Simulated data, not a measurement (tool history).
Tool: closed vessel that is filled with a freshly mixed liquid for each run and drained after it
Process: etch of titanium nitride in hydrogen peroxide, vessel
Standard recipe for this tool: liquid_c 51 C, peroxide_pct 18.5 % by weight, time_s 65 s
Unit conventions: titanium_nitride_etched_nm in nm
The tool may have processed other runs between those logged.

run    hour  liquid_c  peroxide_pct  time_s  read-back film thickness of the titanium nitride reference wafer, read on the same gauge (nm)  titanium_nitride_etched_nm
  1       0        51          14.5      65                                                                                        130.027                       4.605
  2    25.1        51          14.5      65                                                                                        130.074                       4.622
  3    61.9      48.5          18.5      65                                                                                        129.926                       4.087
  4    96.6      48.5          18.5      65                                                                                        129.995                       3.991
  5   140.7      48.5          18.5      65                                                                                        130.001                       4.021
      153.1  -- thermometer replaced
  6   209.8        51          18.5      65                                                                                        130.033                       4.522
  7   243.9        51          18.5      65                                                                                        129.999                       4.591
  8   285.4        51          18.5      65                                                                                        130.036                       4.634
  9   321.5        51            16      50                                                                                        129.956                       3.332
 10   358.3      48.5          16.5      30                                                                                        130.035                       1.703
      426.1  -- gauge calibrated
 11   428.6      58.5            20      65                                                                                        130.014                       7.869
 12   468.3        51            13      65                                                                                         130.02                       4.249
 13   507.8      59.5          23.5     100                                                                                        130.009                      13.244
 14   576.5      41.5          13.5      30                                                                                        129.966                       0.975
      601.8  -- new drum of peroxide connected
 15   605.2        51          18.5      40                                                                                        129.981                       2.797
      613.1  -- peroxide flow meter replaced
 16   674.9        51          18.5      80                                                                                        130.013                       5.622
 17   704.2        51          18.5      65                                                                                        129.972                       4.672
 18   760.8      41.5          18.5      50                                                                                        129.993                       1.733
 19   811.5      55.5            14      30                                                                                        130.023                       2.758
 20   861.3        45            17      55                                                                                        130.008                       2.494
 21     946      60.5          18.5      30                                                                                        129.985                        4.15
 22   980.6        51          18.5      75                                                                                        130.022                       5.338
 23  1032.6      48.5          18.5      40                                                                                        129.971                        2.38
 24  1101.2        51          18.5      65                                                                                        129.964                       4.591
 25  1130.4        51          16.5      95                                                                                         130.02                       6.663
 26  1198.3        51          18.5      65                                                                                        130.009                       4.623
 27  1229.2        51          14.5      85                                                                                        129.982                        5.81
 28    1255      53.5            14      65                                                                                        130.012                       5.206

5 options for the next run, each taken on its own from the tool as it stands now. Forecast them:
  A  1255.7        51          18.5      65                                                                                              ?                           ?
  B  1255.7      46.5          21.5      85                                                                                              ?                           ?
  C  1255.7        58          18.5      65                                                                                              ?                           ?
  D  1255.7      55.5          18.5      90                                                                                              ?                           ?
  E  1255.7        60          18.5      65                                                                                              ?                           ?

run  read-back film thickness of the titanium nitride reference wafer, read on the same gauge (nm)  titanium_nitride_etched_nm
  A                                                                                        130.002                       4.706
  B                                                                                        130.002                       4.585
  C                                                                                        130.002                       7.683
  D                                                                                        130.002                       8.951
  E                                                                                        130.002                       8.805
What these runs would have given with no unlogged condition in the tool:
run  titanium_nitride_etched_nm
  A                       4.518
  B                       4.397
  C                       7.388
  D                       8.602
  E                       8.471
